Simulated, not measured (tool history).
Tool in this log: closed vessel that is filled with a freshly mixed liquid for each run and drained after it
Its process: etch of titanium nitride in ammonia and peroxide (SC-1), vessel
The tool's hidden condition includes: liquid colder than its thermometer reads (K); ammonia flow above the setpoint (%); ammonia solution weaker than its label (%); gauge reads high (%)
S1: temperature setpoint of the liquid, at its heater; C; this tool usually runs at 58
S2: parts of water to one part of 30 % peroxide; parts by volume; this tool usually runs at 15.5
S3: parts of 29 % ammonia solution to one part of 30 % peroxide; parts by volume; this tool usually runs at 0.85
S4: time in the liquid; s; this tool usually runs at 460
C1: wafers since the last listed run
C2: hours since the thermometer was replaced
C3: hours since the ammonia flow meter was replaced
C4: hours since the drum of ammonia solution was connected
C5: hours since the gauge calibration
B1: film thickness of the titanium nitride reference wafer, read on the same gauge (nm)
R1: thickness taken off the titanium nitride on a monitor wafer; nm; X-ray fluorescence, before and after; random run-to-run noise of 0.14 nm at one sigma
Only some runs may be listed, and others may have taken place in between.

run,day,S1,S2,S3,S4,C1,C2,C3,C4,C5,B1,R1
1,0,58,18,0.85,290,0,959.5,1025.8,385.9,376.7,39.99,17.21
2,0.712,58,18,0.85,290,935,976.6,1042.9,403,393.8,40.01,17.1
3,1.304,58,18,0.85,290,776,990.8,1057.1,417.2,408,40,17.27
4,1.792,58,15.5,0.85,460,639,1002.5,1068.8,428.9,419.7,39.99,29.29
5,2.254,58,15.5,0.85,460,607,1013.6,1079.9,440,430.8,40,29.67
6,4.2,58,15.5,0.85,460,2554,1060.3,1126.6,486.7,477.5,40,29.25
7,4.75,55,9.5,0.85,460,721,1073.5,1139.8,499.9,490.7,39.99,30.96
8,5.412,58,12,0.85,270,869,1089.4,1155.7,515.8,506.6,40,19.82
# day 6.2: thermometer replaced
9,7.158,66.5,15.5,0.85,675,2236,23,1197.6,557.7,548.5,40,74.8
# day 7.483: gauge calibrated
10,7.779,58,15.5,0.85,460,814,37.9,1212.5,572.6,7.1,40,29.25
11,8.083,67,10.5,0.55,570,399,45.2,1219.8,579.9,14.4,40,74.12
# day 8.308: ammonia flow meter replaced
12,8.754,58,15.5,0.85,680,825,61.3,10.7,596,30.5,40.01,43.26
13,9.125,62.5,10.5,1.2,460,486,70.2,19.6,604.9,39.4,40,50.83
14,9.621,58,15.5,1.05,620,650,82.1,31.5,616.8,51.3,40,40.9
# day 9.688: new drum of ammonia solution connected
15,10.279,54,15.5,0.85,460,809,97.9,47.3,14.2,67.1,40,23.15
16,11.662,58,15.5,0.85,460,1815,131.1,80.5,47.4,100.3,40.02,29.69
17,12.117,58,22.5,0.45,655,596,142,91.4,58.3,111.2,40.02,30.98
18,12.746,58,15.5,0.85,460,825,157.1,106.5,73.4,126.3,39.99,29.91
19,13.158,50,15.5,0.6,460,541,167,116.4,83.3,136.2,40,16.32
20,13.825,63,20,0.85,460,875,183,132.4,99.3,152.2,40.01,36.19
21,14.404,58,15.5,0.85,460,760,196.9,146.3,113.2,166.1,40,29.96
22,14.842,58,15.5,0.85,355,574,207.4,156.8,123.7,176.6,40.01,23.16
23,15.133,58,15.5,0.85,460,382,214.4,163.8,130.7,183.6,39.99,30.1
24,15.408,58,8,0.85,655,360,221,170.4,137.3,190.2,40,59.48
25,15.762,58,15.5,0.85,460,464,229.5,178.9,145.8,198.7,40,29.89
26,16.408,58,15.5,0.85,460,847,245,194.4,161.3,214.2,40.02,29.91
27,16.762,58,15.5,0.85,580,464,253.5,202.9,169.8,222.7,40,37.68
28,17.071,66.5,18.5,1.05,305,404,260.9,210.3,177.2,230.1,40.01,32.42

Alternative continuations, all from the tool just after run 28; predict every row:
A,17.104,58,15.5,0.85,460,43,261.7,211.1,178,230.9,?,?
B,17.104,50,10,0.6,245,43,261.7,211.1,178,230.9,?,?
C,17.104,52.5,15.5,0.85,685,43,261.7,211.1,178,230.9,?,?
D,17.104,58,10,0.85,460,43,261.7,211.1,178,230.9,?,?

run,B1,R1
A,40,29.9
B,40,10.98
C,40,30.72
D,40,37.6
Without the tool's hidden state the same runs would have given:
run,R1
A,30.07
B,11.04
C,30.9
D,37.8
